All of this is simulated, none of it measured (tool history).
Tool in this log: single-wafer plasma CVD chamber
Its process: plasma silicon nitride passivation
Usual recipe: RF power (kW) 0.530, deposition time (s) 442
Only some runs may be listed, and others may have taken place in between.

run,hour,RF power (kW),deposition time (s),"read-back reference wafer on the same gauge, thickness_nm",mean film thickness on the monitor wafer (angstrom)
1,0.0,0.465,442,719.900,6612.62
2,94.1,0.530,442,720.378,6916.40
3,150.6,0.530,442,719.872,6895.80
4,241.9,0.530,442,719.334,6843.17
5,342.2,0.530,442,719.362,6886.00
6,410.8,0.530,442,720.521,6828.39
7,474.5,0.530,395,718.874,6119.88
8,548.2,0.530,395,720.135,6088.64
9,655.1,0.530,395,720.458,6028.15
# hour 690.3: RF generator calibrated
10,695.7,0.530,442,719.742,6994.68
11,973.6,0.530,442,719.786,6904.89
12,1042.4,0.530,442,720.719,6914.39
13,1125.1,0.530,442,720.399,6881.18
14,1201.3,0.530,442,720.763,6870.69
15,1256.2,0.530,442,720.987,6859.88
16,1326.9,0.450,488,719.600,7162.92
17,1420.8,0.590,442,720.121,7045.69
18,1494.8,0.590,442,719.648,7039.00
# hour 1557.4: RF generator calibrated
19,1589.0,0.530,442,719.917,6928.61
20,1672.0,0.530,442,720.476,6970.52
21,1764.8,0.530,442,719.839,6917.26
22,1857.3,0.425,488,719.736,7053.56
23,1901.9,0.565,513,720.309,8219.83
24,1955.4,0.530,442,720.131,6893.13
# hour 2035.7: gauge calibrated
25,2053.8,0.590,442,720.291,7102.40
26,2124.5,0.530,442,719.488,6868.54

Forecast run 27:
# hour 2151.3: showerhead replaced, of another model than before
27,2220.7,0.480,491,?,?

Run 27 came out at read-back reference wafer on the same gauge, thickness_nm 719.870, mean film thickness on the monitor wafer (angstrom) 7533.00.
With the hidden condition absent and the run-to-run variation left alone, this run would have shown mean film thickness on the monitor wafer (angstrom) 7644.82.
